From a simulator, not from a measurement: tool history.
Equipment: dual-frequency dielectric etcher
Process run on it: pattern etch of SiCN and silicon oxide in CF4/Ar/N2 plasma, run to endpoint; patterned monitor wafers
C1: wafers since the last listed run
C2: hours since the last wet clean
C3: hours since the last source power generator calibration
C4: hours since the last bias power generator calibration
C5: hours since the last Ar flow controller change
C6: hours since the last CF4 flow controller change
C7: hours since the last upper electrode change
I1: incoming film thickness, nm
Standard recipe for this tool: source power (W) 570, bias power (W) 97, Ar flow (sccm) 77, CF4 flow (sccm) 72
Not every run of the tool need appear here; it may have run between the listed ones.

{"run": 1, "hour": 0.0, "source power (W)": 650, "bias power (W)": 97, "Ar flow (sccm)": 77, "CF4 flow (sccm)": 72, "C1": 0, "C2": 499, "C3": 32.6, "C4": 2126.4, "C5": 3975, "C6": 0.5, "C7": 2237.7, "I1": 10.1, "endpoint time (s)": 6.4}
{"run": 2, "hour": 2.7, "source power (W)": 650, "bias power (W)": 97, "Ar flow (sccm)": 77, "CF4 flow (sccm)": 72, "C1": 51, "C2": 501.7, "C3": 35.3, "C4": 2129.1, "C5": 3977.7, "C6": 3.2, "C7": 2240.4, "I1": 10.04, "endpoint time (s)": 6.3}
{"hour": 34.2, "done": "upper electrode replaced, of another model than before"}
{"hour": 49.0, "done": "wet clean of the chamber"}
{"run": 3, "hour": 49.5, "source power (W)": 650, "bias power (W)": 97, "Ar flow (sccm)": 77, "CF4 flow (sccm)": 72, "C1": 152, "C2": 0.5, "C3": 82.1, "C4": 2175.9, "C5": 4024.5, "C6": 50, "C7": 15.3, "I1": 10.1, "endpoint time (s)": 7.1}
{"run": 4, "hour": 49.8, "source power (W)": 570, "bias power (W)": 97, "Ar flow (sccm)": 77, "CF4 flow (sccm)": 62, "C1": 5, "C2": 0.8, "C3": 82.4, "C4": 2176.2, "C5": 4024.8, "C6": 50.3, "C7": 15.6, "I1": 10.01, "endpoint time (s)": 7.8}
{"run": 5, "hour": 50.1, "source power (W)": 570, "bias power (W)": 97, "Ar flow (sccm)": 77, "CF4 flow (sccm)": 62, "C1": 5, "C2": 1.1, "C3": 82.7, "C4": 2176.5, "C5": 4025.1, "C6": 50.6, "C7": 15.9, "I1": 9.99, "endpoint time (s)": 7.8}
{"run": 6, "hour": 50.5, "source power (W)": 470, "bias power (W)": 97, "Ar flow (sccm)": 90, "CF4 flow (sccm)": 82, "C1": 7, "C2": 1.5, "C3": 83.1, "C4": 2176.9, "C5": 4025.5, "C6": 51, "C7": 16.3, "I1": 10.03, "endpoint time (s)": 8.6}
{"run": 7, "hour": 50.8, "source power (W)": 450, "bias power (W)": 118, "Ar flow (sccm)": 77, "CF4 flow (sccm)": 82, "C1": 5, "C2": 1.8, "C3": 83.4, "C4": 2177.2, "C5": 4025.8, "C6": 51.3, "C7": 16.6, "I1": 10.03, "endpoint time (s)": 7.9}
{"run": 8, "hour": 54.7, "source power (W)": 570, "bias power (W)": 82, "Ar flow (sccm)": 77, "CF4 flow (sccm)": 72, "C1": 73, "C2": 5.7, "C3": 87.3, "C4": 2181.1, "C5": 4029.7, "C6": 55.2, "C7": 20.5, "I1": 9.91, "endpoint time (s)": 8.1}
{"hour": 64.5, "done": "bias power generator calibrated"}
{"run": 9, "hour": 70.5, "source power (W)": 570, "bias power (W)": 97, "Ar flow (sccm)": 77, "CF4 flow (sccm)": 72, "C1": 223, "C2": 21.5, "C3": 103.1, "C4": 6, "C5": 4045.5, "C6": 71, "C7": 36.3, "I1": 9.98, "endpoint time (s)": 7.6}
{"hour": 79.2, "done": "Ar flow controller replaced"}
{"run": 10, "hour": 79.7, "source power (W)": 650, "bias power (W)": 97, "Ar flow (sccm)": 77, "CF4 flow (sccm)": 72, "C1": 60, "C2": 30.7, "C3": 112.3, "C4": 15.2, "C5": 0.5, "C6": 80.2, "C7": 45.5, "I1": 9.97, "endpoint time (s)": 7}
{"run": 11, "hour": 121.5, "source power (W)": 570, "bias power (W)": 97, "Ar flow (sccm)": 86, "CF4 flow (sccm)": 72, "C1": 791, "C2": 72.5, "C3": 154.1, "C4": 57, "C5": 42.3, "C6": 122, "C7": 87.3, "I1": 9.93, "endpoint time (s)": 7.6}
{"run": 12, "hour": 130.3, "source power (W)": 640, "bias power (W)": 76, "Ar flow (sccm)": 72, "CF4 flow (sccm)": 61, "C1": 166, "C2": 81.3, "C3": 162.9, "C4": 65.8, "C5": 51.1, "C6": 130.8, "C7": 96.1, "I1": 10, "endpoint time (s)": 7.9}
{"run": 13, "hour": 145.1, "source power (W)": 650, "bias power (W)": 87, "Ar flow (sccm)": 95, "CF4 flow (sccm)": 72, "C1": 280, "C2": 96.1, "C3": 177.7, "C4": 80.6, "C5": 65.9, "C6": 145.6, "C7": 110.9, "I1": 10.02, "endpoint time (s)": 7.7}
{"run": 14, "hour": 155.7, "source power (W)": 570, "bias power (W)": 108, "Ar flow (sccm)": 77, "CF4 flow (sccm)": 72, "C1": 200, "C2": 106.7, "C3": 188.3, "C4": 91.2, "C5": 76.5, "C6": 156.2, "C7": 121.5, "I1": 9.99, "endpoint time (s)": 7.2}
{"run": 15, "hour": 169.0, "source power (W)": 700, "bias power (W)": 97, "Ar flow (sccm)": 77, "CF4 flow (sccm)": 78, "C1": 251, "C2": 120, "C3": 201.6, "C4": 104.5, "C5": 89.8, "C6": 169.5, "C7": 134.8, "I1": 9.99, "endpoint time (s)": 6.6}
{"run": 16, "hour": 179.0, "source power (W)": 530, "bias power (W)": 97, "Ar flow (sccm)": 77, "CF4 flow (sccm)": 62, "C1": 189, "C2": 130, "C3": 211.6, "C4": 114.5, "C5": 99.8, "C6": 179.5, "C7": 144.8, "I1": 10.06, "endpoint time (s)": 8}
{"run": 17, "hour": 196.3, "source power (W)": 620, "bias power (W)": 97, "Ar flow (sccm)": 77, "CF4 flow (sccm)": 72, "C1": 327, "C2": 147.3, "C3": 228.9, "C4": 131.8, "C5": 117.1, "C6": 196.8, "C7": 162.1, "I1": 10.08, "endpoint time (s)": 7.2}
{"run": 18, "hour": 209.0, "source power (W)": 680, "bias power (W)": 85, "Ar flow (sccm)": 70, "CF4 flow (sccm)": 72, "C1": 240, "C2": 160, "C3": 241.6, "C4": 144.5, "C5": 129.8, "C6": 209.5, "C7": 174.8, "I1": 9.9, "endpoint time (s)": 7}
{"run": 19, "hour": 218.3, "source power (W)": 500, "bias power (W)": 97, "Ar flow (sccm)": 88, "CF4 flow (sccm)": 72, "C1": 176, "C2": 169.3, "C3": 250.9, "C4": 153.8, "C5": 139.1, "C6": 218.8, "C7": 184.1, "I1": 10.13, "endpoint time (s)": 8.4}
{"run": 20, "hour": 233.9, "source power (W)": 430, "bias power (W)": 97, "Ar flow (sccm)": 77, "CF4 flow (sccm)": 72, "C1": 295, "C2": 184.9, "C3": 266.5, "C4": 169.4, "C5": 154.7, "C6": 234.4, "C7": 199.7, "I1": 10.02, "endpoint time (s)": 8.7}
{"run": 21, "hour": 240.2, "source power (W)": 570, "bias power (W)": 97, "Ar flow (sccm)": 77, "CF4 flow (sccm)": 72, "C1": 119, "C2": 191.2, "C3": 272.8, "C4": 175.7, "C5": 161, "C6": 240.7, "C7": 206, "I1": 10.06, "endpoint time (s)": 7.6}
{"run": 22, "hour": 249.4, "source power (W)": 680, "bias power (W)": 103, "Ar flow (sccm)": 77, "CF4 flow (sccm)": 72, "C1": 174, "C2": 200.4, "C3": 282, "C4": 184.9, "C5": 170.2, "C6": 249.9, "C7": 215.2, "I1": 9.91, "endpoint time (s)": 6.6}
{"run": 23, "hour": 257.9, "source power (W)": 520, "bias power (W)": 76, "Ar flow (sccm)": 67, "CF4 flow (sccm)": 65, "C1": 160, "C2": 208.9, "C3": 290.5, "C4": 193.4, "C5": 178.7, "C6": 258.4, "C7": 223.7, "I1": 10.06, "endpoint time (s)": 8.7}
{"run": 24, "hour": 272.4, "source power (W)": 570, "bias power (W)": 97, "Ar flow (sccm)": 77, "CF4 flow (sccm)": 72, "C1": 274, "C2": 223.4, "C3": 305, "C4": 207.9, "C5": 193.2, "C6": 272.9, "C7": 238.2, "I1": 10.03, "endpoint time (s)": 7.4}

Hidden condition of the tool, last listed run before each entry between runs versus first listed run after:
Logged between run 2 and run 3: upper electrode replaced, of another model than before (hour 34.2); wet clean of the chamber (hour 49)
  etch rate over this chamber's usual, %: 5.11 -> 0.171
Logged between run 8 and run 9: bias power generator calibrated (hour 64.5)
  etch rate over this chamber's usual, %: 0.215 -> 0.349
Logged between run 9 and run 10: Ar flow controller replaced (hour 79.2)
  etch rate over this chamber's usual, %: 0.349 -> 0.428
